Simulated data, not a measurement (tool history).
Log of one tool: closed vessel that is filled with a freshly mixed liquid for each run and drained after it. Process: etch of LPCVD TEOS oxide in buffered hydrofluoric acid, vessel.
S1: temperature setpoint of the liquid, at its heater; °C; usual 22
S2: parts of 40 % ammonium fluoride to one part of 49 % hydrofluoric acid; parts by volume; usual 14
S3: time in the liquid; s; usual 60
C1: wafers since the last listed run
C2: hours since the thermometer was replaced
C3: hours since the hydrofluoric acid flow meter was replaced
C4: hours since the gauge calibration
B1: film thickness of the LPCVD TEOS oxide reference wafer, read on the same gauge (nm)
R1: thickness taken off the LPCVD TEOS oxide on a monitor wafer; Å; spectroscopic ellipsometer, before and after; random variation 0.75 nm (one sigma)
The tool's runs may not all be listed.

run 1 hour=0 | S1=22 S2=14 S3=60 | C1=0 C2=1412.2 C3=443.1 C4=86.8 | B1=140.03 | R1=2360.2
run 2 hour=6 | S1=22 S2=14 S3=60 | C1=600 C2=1418.2 C3=449.1 C4=92.8 | B1=140.02 | R1=2364.4
run 3 hour=12 | S1=22 S2=12 S3=60 | C1=600 C2=1424.2 C3=455.1 C4=98.8 | B1=139.97 | R1=2762.6
run 4 hour=29.4 | S1=22 S2=14 S3=35 | C1=1740 C2=1441.6 C3=472.5 C4=116.2 | B1=139.98 | R1=1385.1
run 5 hour=45.6 | S1=22 S2=14 S3=60 | C1=1620 C2=1457.8 C3=488.7 C4=132.4 | B1=139.99 | R1=2374
run 6 hour=61.3 | S1=22 S2=14 S3=60 | C1=1570 C2=1473.5 C3=504.4 C4=148.1 | B1=139.99 | R1=2364.9
run 7 hour=68.2 | S1=22 S2=14 S3=60 | C1=690 C2=1480.4 C3=511.3 C4=155 | B1=139.99 | R1=2390
run 8 hour=84.8 | S1=22 S2=14 S3=60 | C1=1660 C2=1497 C3=527.9 C4=171.6 | B1=139.98 | R1=2389.6
run 9 hour=99.2 | S1=22 S2=14 S3=60 | C1=1440 C2=1511.4 C3=542.3 C4=186 | B1=140.03 | R1=2397
run 10 hour=108.8 | S1=22 S2=16 S3=60 | C1=960 C2=1521 C3=551.9 C4=195.6 | B1=139.99 | R1=2100.5
run 11 hour=124.3 | S1=22 S2=15.5 S3=60 | C1=1550 C2=1536.5 C3=567.4 C4=211.1 | B1=140 | R1=2176.4
run 12 hour=142.2 | S1=22 S2=15.5 S3=60 | C1=1790 C2=1554.4 C3=585.3 C4=229 | B1=140.04 | R1=2167.6
-- hour=147.3 hydrofluoric acid flow meter replaced
run 13 hour=149.1 | S1=22 S2=14 S3=60 | C1=590 C2=1561.3 C3=1.8 C4=235.9 | B1=139.99 | R1=2407.7
run 14 hour=161.8 | S1=22 S2=14 S3=60 | C1=1270 C2=1574 C3=14.5 C4=248.6 | B1=140.03 | R1=2395.1
-- hour=172.3 thermometer replaced
run 15 hour=179.6 | S1=19 S2=14 S3=60 | C1=1680 C2=7.3 C3=32.3 C4=266.4 | B1=139.97 | R1=1770.1
run 16 hour=185.9 | S1=22 S2=15.5 S3=85 | C1=630 C2=13.6 C3=38.6 C4=272.7 | B1=140.05 | R1=2666.1
-- hour=191.8 gauge calibrated
run 17 hour=197.3 | S1=19 S2=9 S3=30 | C1=1140 C2=25 C3=50 C4=5.5 | B1=139.99 | R1=1306.6
run 18 hour=207.7 | S1=26.5 S2=12.5 S3=35 | C1=1040 C2=35.4 C3=60.4 C4=15.9 | B1=140 | R1=1747.8
run 19 hour=215.5 | S1=26.5 S2=14 S3=30 | C1=780 C2=43.2 C3=68.2 C4=23.7 | B1=139.99 | R1=1339.3
run 20 hour=241.3 | S1=17.5 S2=12.5 S3=35 | C1=2581 C2=69 C3=94 C4=49.5 | B1=140 | R1=1065.8
run 21 hour=280.9 | S1=22 S2=18.5 S3=70 | C1=3961 C2=108.6 C3=133.6 C4=89.1 | B1=139.99 | R1=1864.5
run 22 hour=287.3 | S1=18 S2=18.5 S3=60 | C1=640 C2=115 C3=140 C4=95.5 | B1=140.03 | R1=1274.1
run 23 hour=304.2 | S1=22 S2=14 S3=60 | C1=1690 C2=131.9 C3=156.9 C4=112.4 | B1=139.98 | R1=2124.5
run 24 hour=315 | S1=17.5 S2=10 S3=40 | C1=1080 C2=142.7 C3=167.7 C4=123.2 | B1=140.02 | R1=1514.4
run 25 hour=327.3 | S1=22 S2=14 S3=85 | C1=1230 C2=155 C3=180 C4=135.5 | B1=140 | R1=3003.7
run 26 hour=345.1 | S1=22 S2=11.5 S3=70 | C1=1780 C2=172.8 C3=197.8 C4=153.3 | B1=139.98 | R1=2999.8
run 27 hour=357.7 | S1=22 S2=18 S3=85 | C1=1260 C2=185.4 C3=210.4 C4=165.9 | B1=139.99 | R1=2360.7

Forecast each of these 4 alternatives for the next run:
run A hour=358.4 | S1=17.5 S2=14 S3=60 | C1=70 C2=186.1 C3=211.1 C4=166.6 | B1=? | R1=?
run B hour=358.4 | S1=17.5 S2=9 S3=35 | C1=70 C2=186.1 C3=211.1 C4=166.6 | B1=? | R1=?
run C hour=358.4 | S1=25 S2=14 S3=85 | C1=70 C2=186.1 C3=211.1 C4=166.6 | B1=? | R1=?
run D hour=358.4 | S1=22 S2=16 S3=40 | C1=70 C2=186.1 C3=211.1 C4=166.6 | B1=? | R1=?

run=A B1=140.01 R1=1645.2
run=B B1=140.01 R1=1425.3
run=C B1=140.01 R1=3533.2
run=D B1=140.01 R1=1237.6
Without the tool's hidden state the same runs would have given:
run=A R1=1612.7
run=B R1=1397.2
run=C R1=3466.8
run=D R1=1213.9
